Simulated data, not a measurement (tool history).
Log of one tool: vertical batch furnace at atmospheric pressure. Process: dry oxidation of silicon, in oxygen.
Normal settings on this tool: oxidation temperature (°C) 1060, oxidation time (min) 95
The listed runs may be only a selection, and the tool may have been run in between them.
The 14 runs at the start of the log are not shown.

| run | hour | oxidation temperature (°C) | oxidation time (min) | read-back reference wafer on the same gauge, thickness | oxide thickness on the monitor wafer (angstrom) |
|---|---|---|---|---|---|
| 15 | 280.2 | 1060 | 95 | 137 | 1308.3 |
| 16 | 305.6 | 1060 | 95 | 137.01 | 1304.5 |
|  | 328.3 | gauge calibrated |
| 17 | 338.9 | 1071 | 77.5 | 137 | 1231.3 |
| 18 | 363.1 | 1072 | 132.5 | 136.99 | 1708.2 |
| 19 | 384.9 | 1060 | 95 | 136.98 | 1307.8 |
| 20 | 401.4 | 1081 | 125 | 136.9 | 1746.3 |
|  | 439.4 | thermocouples replaced and temperature profile calibrated |
| 21 | 439.9 | 1060 | 95 | 136.97 | 1262.8 |
| 22 | 457.3 | 1085 | 137.5 | 136.99 | 1823.4 |
| 23 | 520 | 1071 | 95 | 137.07 | 1345.5 |
| 24 | 535.3 | 1060 | 126.5 | 136.94 | 1504.5 |

Run 25 comes next. What will it give?
| 25 | 552.1 | 1060 | 95 | ? | ? |

Run 25 yielded read-back reference wafer on the same gauge, thickness 136.99, oxide thickness on the monitor wafer (angstrom) 1264.6.
Minus the tool's unlogged condition, the same run would have read oxide thickness on the monitor wafer (angstrom) 1273.7.
